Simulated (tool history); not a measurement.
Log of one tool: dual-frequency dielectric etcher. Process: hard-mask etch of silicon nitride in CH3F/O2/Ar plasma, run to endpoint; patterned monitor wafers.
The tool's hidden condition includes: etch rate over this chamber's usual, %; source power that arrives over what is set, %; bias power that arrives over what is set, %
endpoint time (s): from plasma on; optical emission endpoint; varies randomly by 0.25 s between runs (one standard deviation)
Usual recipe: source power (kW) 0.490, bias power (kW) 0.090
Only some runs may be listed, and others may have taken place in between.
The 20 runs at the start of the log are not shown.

run	hour	source power (kW)	bias power (kW)	wafers since the last listed run	hours since the last wet clean	hours since the last source power generator calibration	hours since the last bias power generator calibration	hours since the last upper electrode change	incoming incoming film thickness, nm	endpoint time (s)
21	1240.8	0.590	0.090	640	79.8	222.1	67.6	534.8	52.0	57.2
22	1270.9	0.600	0.099	287	109.9	252.2	97.7	564.9	52.2	55.3
23	1319.5	0.390	0.090	463	158.5	300.8	146.3	613.5	52.0	72.8
24	1363.4	0.460	0.070	419	202.4	344.7	190.2	657.4	52.0	71.8
25	1429.4	0.550	0.108	630	268.4	410.7	256.2	723.4	52.1	56.1
# hour 1512.1: wet clean of the chamber
26	1512.6	0.370	0.090	565	0.5	493.9	339.4	806.6	52.2	75.3
27	1541.0	0.430	0.076	271	28.9	522.3	367.8	835.0	52.2	72.8
28	1569.9	0.490	0.090	275	57.8	551.2	396.7	863.9	52.6	64.5
29	1598.5	0.490	0.090	273	86.4	579.8	425.3	892.5	52.2	63.8
30	1646.8	0.490	0.107	461	134.7	628.1	473.6	940.8	52.3	60.7

3 ways to go on from here, each from the tool as it stands after run 30. What would each give?
A	1647.2	0.490	0.090	3	135.1	628.5	474.0	941.2	52.0	?
B	1647.2	0.410	0.071	3	135.1	628.5	474.0	941.2	52.0	?
C	1647.2	0.400	0.103	3	135.1	628.5	474.0	941.2	52.0	?

run	endpoint time (s)
A	63.7
B	76.8
C	67.9
Without the tool's unlogged condition, the same runs would have read:
run	endpoint time (s)
A	63.4
B	76.5
C	67.7
